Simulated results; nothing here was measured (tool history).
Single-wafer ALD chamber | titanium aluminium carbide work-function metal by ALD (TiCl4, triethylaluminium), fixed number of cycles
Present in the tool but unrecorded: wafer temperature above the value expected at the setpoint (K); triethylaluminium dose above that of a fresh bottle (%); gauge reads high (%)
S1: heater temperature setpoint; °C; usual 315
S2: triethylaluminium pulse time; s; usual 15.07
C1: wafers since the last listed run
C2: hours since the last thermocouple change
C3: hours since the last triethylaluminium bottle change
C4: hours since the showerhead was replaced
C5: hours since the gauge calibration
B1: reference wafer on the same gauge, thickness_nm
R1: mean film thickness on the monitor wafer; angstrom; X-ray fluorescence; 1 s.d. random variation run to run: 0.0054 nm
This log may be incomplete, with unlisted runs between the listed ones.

{"run": 1, "hour": 0.0, "S1": 315, "S2": 15.07, "C1": 0, "C2": 586.7, "C3": 459.9, "C4": 5400.5, "C5": 29.2, "B1": 1.92, "R1": 21.1}
{"run": 2, "hour": 37.9, "S1": 315, "S2": 15.07, "C1": 358, "C2": 624.6, "C3": 497.8, "C4": 5438.4, "C5": 67.1, "B1": 1.919, "R1": 21.17}
{"run": 3, "hour": 45.1, "S1": 315, "S2": 15.07, "C1": 68, "C2": 631.8, "C3": 505.0, "C4": 5445.6, "C5": 74.3, "B1": 1.92, "R1": 21.07}
{"run": 4, "hour": 59.8, "S1": 315, "S2": 15.07, "C1": 138, "C2": 646.5, "C3": 519.7, "C4": 5460.3, "C5": 89.0, "B1": 1.921, "R1": 21.0}
{"run": 5, "hour": 77.4, "S1": 315, "S2": 15.07, "C1": 166, "C2": 664.1, "C3": 537.3, "C4": 5477.9, "C5": 106.6, "B1": 1.921, "R1": 21.14}
{"run": 6, "hour": 92.1, "S1": 315, "S2": 15.07, "C1": 138, "C2": 678.8, "C3": 552.0, "C4": 5492.6, "C5": 121.3, "B1": 1.92, "R1": 20.93}
{"run": 7, "hour": 108.6, "S1": 315, "S2": 15.07, "C1": 156, "C2": 695.3, "C3": 568.5, "C4": 5509.1, "C5": 137.8, "B1": 1.92, "R1": 21.06}
{"run": 8, "hour": 122.3, "S1": 315, "S2": 15.07, "C1": 129, "C2": 709.0, "C3": 582.2, "C4": 5522.8, "C5": 151.5, "B1": 1.921, "R1": 20.98}
{"run": 9, "hour": 133.8, "S1": 315, "S2": 15.07, "C1": 108, "C2": 720.5, "C3": 593.7, "C4": 5534.3, "C5": 163.0, "B1": 1.92, "R1": 20.98}
{"run": 10, "hour": 140.0, "S1": 315, "S2": 15.07, "C1": 58, "C2": 726.7, "C3": 599.9, "C4": 5540.5, "C5": 169.2, "B1": 1.92, "R1": 21.14}
{"run": 11, "hour": 149.8, "S1": 315, "S2": 11.27, "C1": 92, "C2": 736.5, "C3": 609.7, "C4": 5550.3, "C5": 179.0, "B1": 1.92, "R1": 20.42}
{"hour": 160.9, "done": "showerhead replaced"}
{"run": 12, "hour": 161.4, "S1": 315, "S2": 11.27, "C1": 34, "C2": 748.1, "C3": 621.3, "C4": 0.5, "C5": 190.6, "B1": 1.92, "R1": 20.51}
{"run": 13, "hour": 169.4, "S1": 315, "S2": 15.07, "C1": 75, "C2": 756.1, "C3": 629.3, "C4": 8.5, "C5": 198.6, "B1": 1.919, "R1": 20.98}
{"run": 14, "hour": 177.9, "S1": 315, "S2": 15.07, "C1": 80, "C2": 764.6, "C3": 637.8, "C4": 17.0, "C5": 207.1, "B1": 1.921, "R1": 21.08}
{"hour": 189.3, "done": "thermocouple changed; heater temperature recalibrated"}
{"run": 15, "hour": 193.9, "S1": 306, "S2": 18.16, "C1": 75, "C2": 4.6, "C3": 653.8, "C4": 33.0, "C5": 223.1, "B1": 1.92, "R1": 20.57}
{"run": 16, "hour": 200.8, "S1": 324, "S2": 11.33, "C1": 65, "C2": 11.5, "C3": 660.7, "C4": 39.9, "C5": 230.0, "B1": 1.919, "R1": 21.04}
{"run": 17, "hour": 211.6, "S1": 302, "S2": 9.86, "C1": 102, "C2": 22.3, "C3": 671.5, "C4": 50.7, "C5": 240.8, "B1": 1.921, "R1": 19.08}
{"run": 18, "hour": 218.1, "S1": 315, "S2": 15.07, "C1": 61, "C2": 28.8, "C3": 678.0, "C4": 57.2, "C5": 247.3, "B1": 1.919, "R1": 20.98}
{"hour": 224.4, "done": "gauge calibrated"}
{"run": 19, "hour": 234.6, "S1": 303, "S2": 10.24, "C1": 156, "C2": 45.3, "C3": 694.5, "C4": 73.7, "C5": 10.2, "B1": 1.92, "R1": 19.23}
{"run": 20, "hour": 247.3, "S1": 330, "S2": 15.07, "C1": 120, "C2": 58.0, "C3": 707.2, "C4": 86.4, "C5": 22.9, "B1": 1.92, "R1": 22.18}
{"run": 21, "hour": 261.3, "S1": 304, "S2": 15.07, "C1": 132, "C2": 72.0, "C3": 721.2, "C4": 100.4, "C5": 36.9, "B1": 1.92, "R1": 20.13}
{"hour": 272.1, "done": "triethylaluminium bottle replaced"}
{"run": 22, "hour": 272.6, "S1": 315, "S2": 15.07, "C1": 31, "C2": 83.3, "C3": 0.5, "C4": 111.7, "C5": 48.2, "B1": 1.921, "R1": 21.42}
{"run": 23, "hour": 283.2, "S1": 320, "S2": 19.77, "C1": 100, "C2": 93.9, "C3": 11.1, "C4": 122.3, "C5": 58.8, "B1": 1.92, "R1": 21.94}
{"run": 24, "hour": 295.5, "S1": 315, "S2": 15.07, "C1": 116, "C2": 106.2, "C3": 23.4, "C4": 134.6, "C5": 71.1, "B1": 1.92, "R1": 21.42}
{"run": 25, "hour": 307.7, "S1": 322, "S2": 16.9, "C1": 115, "C2": 118.4, "C3": 35.6, "C4": 146.8, "C5": 83.3, "B1": 1.92, "R1": 21.96}
{"run": 26, "hour": 319.3, "S1": 315, "S2": 20.91, "C1": 109, "C2": 130.0, "C3": 47.2, "C4": 158.4, "C5": 94.9, "B1": 1.92, "R1": 21.54}
{"run": 27, "hour": 325.6, "S1": 306, "S2": 10.34, "C1": 59, "C2": 136.3, "C3": 53.5, "C4": 164.7, "C5": 101.2, "B1": 1.92, "R1": 20.21}
{"run": 28, "hour": 342.2, "S1": 315, "S2": 11.2, "C1": 156, "C2": 152.9, "C3": 70.1, "C4": 181.3, "C5": 117.8, "B1": 1.92, "R1": 21.0}

Forecast each of these 5 alternatives for the next run:
{"run": "A", "hour": 342.6, "S1": 322, "S2": 15.07, "C1": 3, "C2": 153.3, "C3": 70.5, "C4": 181.7, "C5": 118.2, "B1": "?", "R1": "?"}
{"run": "B", "hour": 342.6, "S1": 302, "S2": 9.9, "C1": 3, "C2": 153.3, "C3": 70.5, "C4": 181.7, "C5": 118.2, "B1": "?", "R1": "?"}
{"run": "C", "hour": 342.6, "S1": 308, "S2": 11.98, "C1": 3, "C2": 153.3, "C3": 70.5, "C4": 181.7, "C5": 118.2, "B1": "?", "R1": "?"}
{"run": "D", "hour": 342.6, "S1": 328, "S2": 20.48, "C1": 3, "C2": 153.3, "C3": 70.5, "C4": 181.7, "C5": 118.2, "B1": "?", "R1": "?"}
{"run": "E", "hour": 342.6, "S1": 310, "S2": 11.71, "C1": 3, "C2": 153.3, "C3": 70.5, "C4": 181.7, "C5": 118.2, "B1": "?", "R1": "?"}

run=A B1=1.919 R1=22.00
run=B B1=1.919 R1=19.87
run=C B1=1.919 R1=20.65
run=D B1=1.919 R1=22.64
run=E B1=1.919 R1=20.77
With no hidden state in the tool, these same runs would have given:
run=A R1=22.10
run=B R1=20.15
run=C R1=20.84
run=D R1=22.67
run=E R1=20.97

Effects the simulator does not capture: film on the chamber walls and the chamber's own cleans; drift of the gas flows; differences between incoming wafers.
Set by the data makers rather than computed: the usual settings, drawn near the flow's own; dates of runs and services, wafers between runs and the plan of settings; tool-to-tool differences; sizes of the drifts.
